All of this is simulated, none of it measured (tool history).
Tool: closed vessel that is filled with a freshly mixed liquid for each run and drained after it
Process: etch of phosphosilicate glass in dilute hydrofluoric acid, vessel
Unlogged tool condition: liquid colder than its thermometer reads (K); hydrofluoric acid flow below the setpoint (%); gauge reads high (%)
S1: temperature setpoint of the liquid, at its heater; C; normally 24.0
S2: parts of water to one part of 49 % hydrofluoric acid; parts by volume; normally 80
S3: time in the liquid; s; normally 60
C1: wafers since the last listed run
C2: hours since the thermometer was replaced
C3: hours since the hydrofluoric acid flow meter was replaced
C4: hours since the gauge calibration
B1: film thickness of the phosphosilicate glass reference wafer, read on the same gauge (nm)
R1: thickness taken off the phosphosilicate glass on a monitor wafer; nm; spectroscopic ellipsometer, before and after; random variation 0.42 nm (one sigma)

run	hour	S1	S2	S3	C1	C2	C3	C4	B1	R1
1	0.0	24.0	80	60	0	1112.1	1143.3	778.3	99.98	64.93
# hour 35.1: gauge calibrated
2	43.4	24.0	80	60	4251	1155.5	1186.7	8.3	100.00	64.35
3	69.1	24.0	80	60	2517	1181.2	1212.4	34.0	99.98	65.54
4	116.7	24.0	80	60	4662	1228.8	1260.0	81.6	100.00	64.29
5	155.5	24.0	80	60	3800	1267.6	1298.8	120.4	100.00	63.53
6	206.4	24.0	80	45	4985	1318.5	1349.7	171.3	99.99	48.05
7	249.0	24.0	80	60	4172	1361.1	1392.3	213.9	100.04	64.06
# hour 306.9: thermometer replaced
8	310.9	24.0	80	60	5965	4.0	1454.2	275.8	99.98	69.16
9	346.9	24.0	80	60	3526	40.0	1490.2	311.8	100.02	67.92
10	381.2	24.0	80	80	3359	74.3	1524.5	346.1	99.99	91.34
11	452.3	24.0	50	60	6964	145.4	1595.6	417.2	100.01	114.32
12	483.3	24.0	80	60	3036	176.4	1626.6	448.2	99.98	68.75
13	523.8	27.0	110	80	3967	216.9	1667.1	488.7	99.96	71.51
14	582.6	27.0	95	60	5759	275.7	1725.9	547.5	99.96	63.64
# hour 584.9: hydrofluoric acid flow meter replaced
15	619.3	24.0	80	75	3496	312.4	34.4	584.2	100.03	84.12
16	665.5	22.5	95	90	4525	358.6	80.6	630.4	99.96	79.53
17	712.2	27.5	95	30	4574	405.3	127.3	677.1	100.02	31.83
18	738.8	24.0	80	60	2605	431.9	153.9	703.7	100.03	67.26
# hour 754.8: gauge calibrated
19	776.8	28.0	60	45	3722	469.9	191.9	22.0	100.01	80.96
20	816.6	24.0	110	60	3898	509.7	231.7	61.8	99.98	46.98
21	881.5	24.0	80	60	6357	574.6	296.6	126.7	99.98	66.72
22	906.2	24.0	45	60	2419	599.3	321.3	151.4	100.02	125.03
23	968.5	24.0	40	30	6102	661.6	383.6	213.7	100.00	70.31

4 options for the next run, each taken on its own from the tool as it stands now. Forecast them:
A	969.2	24.0	80	60	68	662.3	384.3	214.4	?	?
B	969.2	22.5	80	35	68	662.3	384.3	214.4	?	?
C	969.2	27.0	110	75	68	662.3	384.3	214.4	?	?
D	969.2	25.5	110	60	68	662.3	384.3	214.4	?	?

run	B1	R1
A	100.00	66.06
B	100.00	36.24
C	100.00	65.17
D	100.00	49.17
Had the tool no hidden state, the same runs would have come out as:
run	R1
A	69.68
B	38.25
C	68.57
D	51.77

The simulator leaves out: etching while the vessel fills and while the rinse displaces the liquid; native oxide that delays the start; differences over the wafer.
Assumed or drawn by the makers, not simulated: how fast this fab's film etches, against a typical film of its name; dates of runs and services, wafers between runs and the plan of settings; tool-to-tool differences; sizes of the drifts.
